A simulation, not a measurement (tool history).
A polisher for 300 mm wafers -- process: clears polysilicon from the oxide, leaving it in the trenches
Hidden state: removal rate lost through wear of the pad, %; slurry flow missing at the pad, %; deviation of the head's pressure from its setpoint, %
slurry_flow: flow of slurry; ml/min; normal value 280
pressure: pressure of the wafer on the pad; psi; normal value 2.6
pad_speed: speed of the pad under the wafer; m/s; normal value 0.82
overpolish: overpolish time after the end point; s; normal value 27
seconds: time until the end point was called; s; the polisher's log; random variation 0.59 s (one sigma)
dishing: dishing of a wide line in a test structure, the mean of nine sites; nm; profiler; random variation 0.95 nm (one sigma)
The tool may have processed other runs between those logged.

run,day,slurry_flow,pressure,pad_speed,overpolish,wafers since the last listed run,wafers polished on this pad,hours since the slurry nozzle was cleaned,hours since the head pressure was calibrated,"incoming thickness of the incoming film, nm",seconds,dishing
1,0,280,2.6,0.82,27,0,335,27.9,428,355.9,36.2,69.8
# day 6.117: slurry nozzle cleaned
# day 6.729: head pressure recalibrated
# day 7.238: worn pad replaced by a new one
2,8.6,280,2.6,0.82,27,2380,390,59.6,44.9,352.6,36.9,69.2
3,10.529,280,2.6,0.82,27,552,943,105.9,91.2,353.4,37,70
4,13.067,280,2.6,0.82,27,726,1670,166.8,152.1,342.8,34.9,69.3
5,14.567,280,2.6,0.82,27,429,2100,202.8,188.1,343.6,34.7,70
# day 15.388: slurry nozzle cleaned
# day 15.854: worn pad replaced by a new one
6,16.462,280,2.6,0.82,27,483,174,25.8,233.6,354.2,35.7,70.4
7,19.388,280,2.6,0.82,27,837,1012,96,303.8,353,36,69.9
8,21.192,280,2.6,0.82,27,516,1529,139.3,347.1,352.4,37.1,69.6
9,22.942,280,2.6,0.82,27,501,2030,181.3,389.1,355.7,37.4,69.5
# day 23.188: worn pad replaced by a new one
# day 24.196: slurry nozzle cleaned
10,25.646,280,2.6,0.82,27,714,692,34.8,454,350.2,36.2,67
11,28.158,360,2.6,0.82,27,719,1411,95.1,514.3,355.4,37.7,67.5
12,30.471,320,2.6,0.82,22,662,2074,150.6,569.8,351.9,35.4,65.2
# day 30.967: head pressure recalibrated
# day 31.7: worn pad replaced by a new one
# day 32.858: slurry nozzle cleaned
13,35.571,280,2.6,0.62,27,1377,1096,65.1,110.5,348.9,47.7,68.4
14,37.246,280,3.5,0.7,27,479,1576,105.3,150.7,350.9,31,69.4
15,39.608,230,2.6,0.82,27,676,2253,162,207.4,348.7,36.6,69.7
# day 41.004: worn pad replaced by a new one
16,41.446,280,2.6,0.94,11,478,126,206.1,251.5,345.5,30.8,57.6

Each row is a separate what-if for the run after 16, all from the same tool condition, not one after another. Results?
A,41.462,280,2.6,0.94,27,4,131,206.5,251.9,349.7,?,?
B,41.462,245,1.8,0.74,27,4,131,206.5,251.9,349.7,?,?
C,41.462,190,2.6,0.82,27,4,131,206.5,251.9,349.7,?,?
D,41.462,280,2,0.82,27,4,131,206.5,251.9,349.7,?,?
E,41.462,280,2.9,0.82,42,4,131,206.5,251.9,349.7,?,?

run,seconds,dishing
A,30.7,71.3
B,56.2,64.5
C,35.9,70.3
D,45.5,67.8
E,31.4,72.5
Take away the tool's hidden state, keep each run's random variation, and the runs would have read:
run,seconds,dishing
A,30.7,71.3
B,56.2,64.5
C,35.9,70.3
D,45.5,67.8
E,31.4,72.5
